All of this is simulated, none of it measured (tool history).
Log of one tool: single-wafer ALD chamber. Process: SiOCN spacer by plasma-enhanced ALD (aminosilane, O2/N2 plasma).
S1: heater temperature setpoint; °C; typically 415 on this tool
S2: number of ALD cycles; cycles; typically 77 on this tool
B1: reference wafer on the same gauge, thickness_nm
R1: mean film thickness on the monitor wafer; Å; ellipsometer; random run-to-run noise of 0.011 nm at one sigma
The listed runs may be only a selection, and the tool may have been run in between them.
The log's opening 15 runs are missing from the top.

Run 16, hour 186.4: usual settings but S1 423 °C; B1 3.847. Result: R1 44.32 Å.
Run 17, hour 196.1: usual settings but S2 84 cycles; B1 3.85. Result: R1 49.17 Å.
Run 18, hour 212.1: usual settings; B1 3.85. Result: R1 45.26 Å.
Run 19, hour 227.9: usual settings; B1 3.848. Result: R1 45.08 Å.
At hour 229.2: gauge calibrated.
Run 20, hour 235.1: usual settings but S1 419 °C, S2 87 cycles; B1 3.849. Result: R1 50.5 Å.
Run 21, hour 245.3: usual settings but S1 408 °C, S2 73 cycles; B1 3.846. Result: R1 43.71 Å.
Run 22, hour 262.3: usual settings but S1 426 °C, S2 91 cycles; B1 3.846. Result: R1 51.92 Å.
At hour 301.9: thermocouple changed; heater temperature recalibrated.
Run 23, hour 309.8: usual settings but S1 427 °C, S2 84 cycles; B1 3.852. Result: R1 47.52 Å.
Run 24, hour 325.7: usual settings but S2 88 cycles; B1 3.847. Result: R1 51.75 Å.
Run 25, hour 343.7: usual settings but S1 427 °C, S2 84 cycles; B1 3.854. Result: R1 47.91 Å.
Run 26, hour 351.8: usual settings but S1 409 °C, S2 90 cycles; B1 3.851. Result: R1 53.89 Å.
Run 27, hour 366.8: usual settings but S2 66 cycles; B1 3.843. Result: R1 38.65 Å.
Run 28, hour 384: usual settings but S1 405 °C, S2 70 cycles; B1 3.85. Result: R1 42.05 Å.
Run 29, hour 395.8: usual settings but S1 428 °C, S2 63 cycles; B1 3.852. Result: R1 35.66 Å.
Run 30, hour 413.2: usual settings but S1 428 °C, S2 84 cycles; B1 3.85. Result: R1 47.6 Å.
Run 31, hour 428.1: usual settings but S2 65 cycles; B1 3.85. Result: R1 38.17 Å.
Run 32, hour 446.1: usual settings but S1 402 °C, S2 87 cycles; B1 3.854. Result: R1 52.96 Å.
Run 33, hour 473.4: usual settings but S1 419 °C, S2 87 cycles; B1 3.847. Result: R1 50.73 Å.
Run 34, hour 485.7: usual settings but S1 423 °C, S2 87 cycles; B1 3.85. Result: R1 50.02 Å.
Run 35, hour 496.7: usual settings but S1 423 °C, S2 66 cycles; B1 3.848. Result: R1 37.98 Å.
Run 36, hour 505.4: usual settings but S1 422 °C, S2 84 cycles; B1 3.851. Result: R1 48.52 Å.
Run 37, hour 515.7: usual settings but S1 428 °C, S2 84 cycles; B1 3.854. Result: R1 47.64 Å.
Run 38, hour 525.2: usual settings; B1 3.848. Result: R1 45.2 Å.
Run 39, hour 539.2: usual settings but S1 403 °C, S2 67 cycles; B1 3.847. Result: R1 40.75 Å.

3 options for the next run, each taken on its own from the tool as it stands now. Forecast them:
Run A, hour 539.7: usual settings; B1 ?. Result: R1 ?.
Run B, hour 539.7: usual settings but S1 426 °C, S2 89 cycles; B1 ?. Result: R1 ?.
Run C, hour 539.7: usual settings but S1 427 °C, S2 81 cycles; B1 ?. Result: R1 ?.

run     B1     R1
  A  3.849  45.12
  B  3.849  50.57
  C  3.849  45.89
Without the tool's hidden state the same runs would have given:
run     R1
  A  45.12
  B  50.57
  C  45.89
